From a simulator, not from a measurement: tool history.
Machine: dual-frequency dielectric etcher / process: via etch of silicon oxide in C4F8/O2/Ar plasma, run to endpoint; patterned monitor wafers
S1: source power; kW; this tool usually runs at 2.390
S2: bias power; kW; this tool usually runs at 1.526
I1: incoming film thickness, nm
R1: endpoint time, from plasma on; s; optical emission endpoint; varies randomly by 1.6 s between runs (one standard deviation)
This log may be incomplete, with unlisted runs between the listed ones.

run,day,S1,S2,I1,R1
1,0.000,2.390,1.526,1511.0,285.2
2,0.671,2.390,1.526,1505.0,285.1
3,1.012,2.390,1.526,1518.0,284.6
4,1.733,2.390,1.526,1524.9,288.5
5,2.450,2.390,1.526,1517.9,286.3
6,2.838,2.390,1.526,1514.3,283.6
7,3.408,2.390,1.526,1518.7,284.9
8,4.088,2.390,1.526,1522.0,285.0
# day 5.292: wet clean of the chamber
9,5.312,2.390,1.526,1492.7,290.4
10,5.983,2.390,1.280,1510.5,312.8
11,6.571,2.820,1.788,1504.2,262.1
# day 6.817: source power generator calibrated
12,6.967,2.660,1.791,1538.0,272.2
# day 8.138: upper electrode replaced
13,8.717,1.860,1.179,1530.6,365.0
14,9.258,2.390,1.201,1523.1,316.9
15,9.912,2.650,1.727,1518.2,273.8
16,10.521,2.070,1.147,1519.7,339.7
# day 10.700: bias power generator calibrated
17,10.879,2.390,1.526,1515.8,294.9
18,11.200,1.830,1.873,1507.0,314.2
19,11.533,2.390,1.526,1502.7,292.3
20,13.421,2.390,1.526,1530.0,298.9
21,13.838,2.840,1.425,1521.6,277.0

Pick out some run-to-run changes in R1. Of each, how much would a tool without hidden state show as well, from the settings, what came in and chance, and how much is left for the hidden state and any gauge scatter not in both results compared?
The hidden state here: etch rate over this chamber's usual, %; source power that arrives over what is set, %; bias power that arrives over what is set, %.
Run 8 -> 9: wet clean of the chamber. R1 +5.4 s: hidden state +14.6, all else -9.2.
Run 12 -> 13: S1 2.660 -> 1.860, S2 1.791 -> 1.179, upper electrode replaced. R1 +92.8 s: hidden state -1.5, all else +94.3.
Run 15 -> 16: S1 2.650 -> 2.070, S2 1.727 -> 1.147. R1 +65.9 s: hidden state -1.0, all else +66.9.
